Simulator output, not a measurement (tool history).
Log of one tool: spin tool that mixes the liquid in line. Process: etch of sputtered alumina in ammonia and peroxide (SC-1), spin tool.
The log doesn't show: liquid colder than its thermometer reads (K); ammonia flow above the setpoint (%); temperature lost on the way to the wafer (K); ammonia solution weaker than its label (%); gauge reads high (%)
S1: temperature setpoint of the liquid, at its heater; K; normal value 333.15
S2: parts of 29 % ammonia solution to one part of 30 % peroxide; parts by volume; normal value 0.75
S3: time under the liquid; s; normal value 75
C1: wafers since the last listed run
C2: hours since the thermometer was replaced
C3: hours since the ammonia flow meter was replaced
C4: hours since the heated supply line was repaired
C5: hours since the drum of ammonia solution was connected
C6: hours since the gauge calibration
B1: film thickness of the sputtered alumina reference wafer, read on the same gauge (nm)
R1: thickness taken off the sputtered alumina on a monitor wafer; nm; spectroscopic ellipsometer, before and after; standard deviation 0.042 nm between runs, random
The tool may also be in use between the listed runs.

| run | hour | S1 | S2 | S3 | C1 | C2 | C3 | C4 | C5 | C6 | B1 | R1 |
|---|---|---|---|---|---|---|---|---|---|---|---|---|
| 1 | 0 | 333.15 | 0.75 | 75 | 0 | 282.4 | 1727.9 | 2639.4 | 680.4 | 781.4 | 109.99 | 5.5 |
|  | 23.3 | gauge calibrated |
| 2 | 45.6 | 333.15 | 0.55 | 75 | 466 | 328 | 1773.5 | 2685 | 726 | 22.3 | 110 | 5.37 |
| 3 | 102.8 | 333.15 | 0.75 | 75 | 585 | 385.2 | 1830.7 | 2742.2 | 783.2 | 79.5 | 110 | 5.54 |
| 4 | 173.3 | 333.15 | 0.75 | 75 | 721 | 455.7 | 1901.2 | 2812.7 | 853.7 | 150 | 110.02 | 5.47 |
| 5 | 235.2 | 333.15 | 0.75 | 75 | 633 | 517.6 | 1963.1 | 2874.6 | 915.6 | 211.9 | 110.01 | 5.46 |
| 6 | 334.2 | 333.15 | 0.75 | 75 | 1013 | 616.6 | 2062.1 | 2973.6 | 1014.6 | 310.9 | 110.01 | 5.45 |
| 7 | 387.2 | 333.15 | 0.95 | 75 | 542 | 669.6 | 2115.1 | 3026.6 | 1067.6 | 363.9 | 110 | 5.55 |
|  | 401 | new drum of ammonia solution connected |
| 8 | 448.3 | 333.15 | 0.95 | 75 | 615 | 730.7 | 2176.2 | 3087.7 | 47.3 | 425 | 110.01 | 5.54 |
|  | 455 | heated supply line repaired |
| 9 | 533.5 | 333.15 | 0.95 | 75 | 862 | 815.9 | 2261.4 | 78.5 | 132.5 | 510.2 | 110.06 | 4.91 |
|  | 534.9 | ammonia flow meter replaced |
| 10 | 620.6 | 336.15 | 0.75 | 75 | 881 | 903 | 85.7 | 165.6 | 219.6 | 597.3 | 109.97 | 5.62 |
|  | 671.6 | heated supply line repaired, repeated, since the last time left the tool worse |
| 11 | 711.8 | 338.65 | 0.95 | 110 | 923 | 994.2 | 176.9 | 40.2 | 310.8 | 688.5 | 110.04 | 12.07 |
| 12 | 751.1 | 330.15 | 0.4 | 55 | 402 | 1033.5 | 216.2 | 79.5 | 350.1 | 727.8 | 110.01 | 3.6 |
| 13 | 789.2 | 339.65 | 0.9 | 75 | 390 | 1071.6 | 254.3 | 117.6 | 388.2 | 765.9 | 110 | 8.64 |
|  | 831.3 | thermometer replaced |
| 14 | 843.2 | 333.15 | 0.9 | 100 | 542 | 11.9 | 308.3 | 171.6 | 442.2 | 819.9 | 110 | 8.17 |
| 15 | 923.8 | 343.15 | 0.85 | 55 | 825 | 92.5 | 388.9 | 252.2 | 522.8 | 900.5 | 110 | 7.44 |
| 16 | 970.5 | 340.65 | 0.75 | 105 | 478 | 139.2 | 435.6 | 298.9 | 569.5 | 947.2 | 110.02 | 12.37 |
|  | 983.2 | gauge calibrated |
| 17 | 1035.3 | 327.15 | 0.75 | 75 | 663 | 204 | 500.4 | 363.7 | 634.3 | 52.1 | 109.99 | 4.37 |
| 18 | 1128.7 | 333.15 | 0.75 | 75 | 956 | 297.4 | 593.8 | 457.1 | 727.7 | 145.5 | 110 | 5.97 |
| 19 | 1229.2 | 333.15 | 0.75 | 75 | 1029 | 397.9 | 694.3 | 557.6 | 828.2 | 246 | 110.02 | 5.91 |
| 20 | 1315 | 333.15 | 0.45 | 75 | 878 | 483.7 | 780.1 | 643.4 | 914 | 331.8 | 109.99 | 5.66 |

What if the next run were any one of these 5? Each begins from the tool's condition after run 20:
| A | 1315.4 | 333.15 | 0.75 | 110 | 4 | 484.1 | 780.5 | 643.8 | 914.4 | 332.2 | ? | ? |
| B | 1315.4 | 324.15 | 0.9 | 105 | 4 | 484.1 | 780.5 | 643.8 | 914.4 | 332.2 | ? | ? |
| C | 1315.4 | 323.15 | 0.85 | 75 | 4 | 484.1 | 780.5 | 643.8 | 914.4 | 332.2 | ? | ? |
| D | 1315.4 | 328.65 | 0.75 | 50 | 4 | 484.1 | 780.5 | 643.8 | 914.4 | 332.2 | ? | ? |
| E | 1315.4 | 337.15 | 0.75 | 50 | 4 | 484.1 | 780.5 | 643.8 | 914.4 | 332.2 | ? | ? |

| run | B1 | R1 |
|---|---|---|
| A | 109.98 | 8.68 |
| B | 109.98 | 5.22 |
| C | 109.98 | 3.51 |
| D | 109.98 | 3.11 |
| E | 109.98 | 4.84 |
What these runs would have given with no unlogged condition in the tool:
| run | R1 |
|---|---|
| A | 9.15 |
| B | 5.52 |
| C | 3.71 |
| D | 3.29 |
| E | 5.09 |

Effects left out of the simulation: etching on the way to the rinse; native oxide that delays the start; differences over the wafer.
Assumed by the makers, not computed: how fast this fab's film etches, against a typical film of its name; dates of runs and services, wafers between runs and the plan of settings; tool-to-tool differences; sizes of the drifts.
